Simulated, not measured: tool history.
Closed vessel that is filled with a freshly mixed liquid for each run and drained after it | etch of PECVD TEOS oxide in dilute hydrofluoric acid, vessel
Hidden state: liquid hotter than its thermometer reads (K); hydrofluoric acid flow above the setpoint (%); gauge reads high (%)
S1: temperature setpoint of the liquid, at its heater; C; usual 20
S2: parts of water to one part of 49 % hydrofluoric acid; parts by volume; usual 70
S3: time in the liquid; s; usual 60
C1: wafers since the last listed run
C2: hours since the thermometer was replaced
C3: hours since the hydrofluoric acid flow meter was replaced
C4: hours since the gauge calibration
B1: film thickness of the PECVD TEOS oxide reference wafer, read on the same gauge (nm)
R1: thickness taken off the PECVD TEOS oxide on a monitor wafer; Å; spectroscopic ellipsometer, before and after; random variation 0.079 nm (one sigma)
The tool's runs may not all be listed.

Run 1, day 0: usual settings but S3 35 s; C1 0; C2 548.1; C3 2187.8; C4 190.8; B1 80.01. Result: R1 116.4 Å.
Run 2, day 0.562: usual settings but S3 35 s; C1 1570; C2 561.6; C3 2201.3; C4 204.3; B1 80.02. Result: R1 117.4 Å.
Run 3, day 1.312: usual settings but S1 17 C; C1 2094; C2 579.6; C3 2219.3; C4 222.3; B1 79.98. Result: R1 176.2 Å.
Run 4, day 1.633: usual settings but S1 17 C; C1 895; C2 587.3; C3 2227; C4 230; B1 80. Result: R1 175.5 Å.
Run 5, day 2.342: usual settings; C1 1978; C2 604.3; C3 2244; C4 247; B1 80.02. Result: R1 203.2 Å.
Run 6, day 3.004: usual settings; C1 1850; C2 620.2; C3 2259.9; C4 262.9; B1 80. Result: R1 201.1 Å.
Run 7, day 3.746: usual settings; C1 2071; C2 638; C3 2277.7; C4 280.7; B1 79.99. Result: R1 201.4 Å.
Run 8, day 4.483: usual settings; C1 2059; C2 655.7; C3 2295.4; C4 298.4; B1 80.01. Result: R1 201.7 Å.
Run 9, day 5.154: usual settings but S1 19 C; C1 1873; C2 671.8; C3 2311.5; C4 314.5; B1 79.98. Result: R1 195.2 Å.
Run 10, day 5.575: usual settings; C1 1175; C2 681.9; C3 2321.6; C4 324.6; B1 79.98. Result: R1 204.7 Å.
Run 11, day 5.929: usual settings; C1 989; C2 690.4; C3 2330.1; C4 333.1; B1 80.01. Result: R1 204.3 Å.
Run 12, day 6.5: usual settings but S2 85 parts by volume; C1 1594; C2 704.1; C3 2343.8; C4 346.8; B1 80.03. Result: R1 165.7 Å.
Run 13, day 6.95: usual settings but S2 85 parts by volume; C1 1256; C2 714.9; C3 2354.6; C4 357.6; B1 79.98. Result: R1 165.5 Å.
Run 14, day 8.138: usual settings but S2 85 parts by volume; C1 3316; C2 743.4; C3 2383.1; C4 386.1; B1 79.98. Result: R1 166.7 Å.
At day 8.329: hydrofluoric acid flow meter replaced.
Run 15, day 8.404: usual settings; C1 628; C2 749.8; C3 1.8; C4 392.5; B1 80.01. Result: R1 181.3 Å.
Run 16, day 8.988: usual settings; C1 1629; C2 763.8; C3 15.8; C4 406.5; B1 79.99. Result: R1 182.3 Å.
Run 17, day 9.579: usual settings but S1 18 C, S2 55 parts by volume; C1 1652; C2 778; C3 30; C4 420.7; B1 79.99. Result: R1 217.5 Å.
At day 9.921: thermometer replaced.
Run 18, day 10.167: usual settings but S1 24.5 C, S3 80 s; C1 1524; C2 5.9; C3 44.1; C4 434.8; B1 80.02. Result: R1 274.9 Å.
Run 19, day 10.488: usual settings but S1 17.5 C, S2 95 parts by volume, S3 75 s; C1 895; C2 13.6; C3 51.8; C4 442.5; B1 80.01. Result: R1 137.3 Å.
At day 10.538: gauge calibrated.
Run 20, day 10.833: usual settings but S1 17 C, S2 40 parts by volume, S3 35 s; C1 965; C2 21.9; C3 60.1; C4 7.1; B1 80.02. Result: R1 159.5 Å.
Run 21, day 11.238: usual settings but S1 23.5 C, S2 80 parts by volume; C1 1128; C2 31.6; C3 69.8; C4 16.8; B1 79.99. Result: R1 170.7 Å.
Run 22, day 11.908: usual settings but S1 24.5 C, S2 80 parts by volume, S3 30 s; C1 1873; C2 47.7; C3 85.9; C4 32.9; B1 79.99. Result: R1 88.9 Å.
Run 23, day 12.242: usual settings but S1 17 C, S2 90 parts by volume, S3 85 s; C1 930; C2 55.7; C3 93.9; C4 40.9; B1 80.02. Result: R1 164.6 Å.
Run 24, day 12.692: usual settings; C1 1256; C2 66.5; C3 104.7; C4 51.7; B1 79.99. Result: R1 172.4 Å.
Run 25, day 14.267: usual settings; C1 4398; C2 104.3; C3 142.5; C4 89.5; B1 79.99. Result: R1 174.9 Å.
Run 26, day 14.967: usual settings but S1 18.5 C, S2 55 parts by volume, S3 40 s; C1 1954; C2 121.1; C3 159.3; C4 106.3; B1 79.99. Result: R1 141.9 Å.
Run 27, day 15.454: usual settings but S2 95 parts by volume; C1 1361; C2 132.8; C3 171; C4 118; B1 79.99. Result: R1 123.6 Å.
Run 28, day 15.871: usual settings but S1 22.5 C, S2 50 parts by volume, S3 30 s; C1 1163; C2 142.8; C3 181; C4 128; B1 79.99. Result: R1 138.9 Å.
Run 29, day 16.375: usual settings; C1 1407; C2 154.9; C3 193.1; C4 140.1; B1 80.03. Result: R1 175.8 Å.
Run 30, day 17.021: usual settings but S3 35 s; C1 1803; C2 170.4; C3 208.6; C4 155.6; B1 80.03. Result: R1 101.7 Å.
Run 31, day 17.279: usual settings; C1 721; C2 176.6; C3 214.8; C4 161.8; B1 80. Result: R1 176.8 Å.
Run 32, day 17.946: usual settings but S1 17 C, S2 55 parts by volume, S3 90 s; C1 1861; C2 192.6; C3 230.8; C4 177.8; B1 80.01. Result: R1 301.7 Å.
Run 33, day 18.242: usual settings but S2 85 parts by volume; C1 826; C2 199.7; C3 237.9; C4 184.9; B1 80. Result: R1 141.9 Å.

4 ways to go on from here, each from the tool as it stands after run 33. What would each give?
Run A, day 18.271: usual settings; C1 81; C2 200.4; C3 238.6; C4 185.6; B1 ?. Result: R1 ?.
Run B, day 18.271: usual settings but S2 45 parts by volume, S3 85 s; C1 81; C2 200.4; C3 238.6; C4 185.6; B1 ?. Result: R1 ?.
Run C, day 18.271: usual settings but S1 18.5 C, S3 40 s; C1 81; C2 200.4; C3 238.6; C4 185.6; B1 ?. Result: R1 ?.
Run D, day 18.271: usual settings but S1 23.5 C, S2 40 parts by volume, S3 70 s; C1 81; C2 200.4; C3 238.6; C4 185.6; B1 ?. Result: R1 ?.

run  B1     R1
  A  80  175.9
  B  80  399.4
  C  80  110.1
  D  80  431.2
Without the tool's hidden state the same runs would have given:
run     R1
  A  167.3
  B  379.7
  C  104.7
  D  410.3
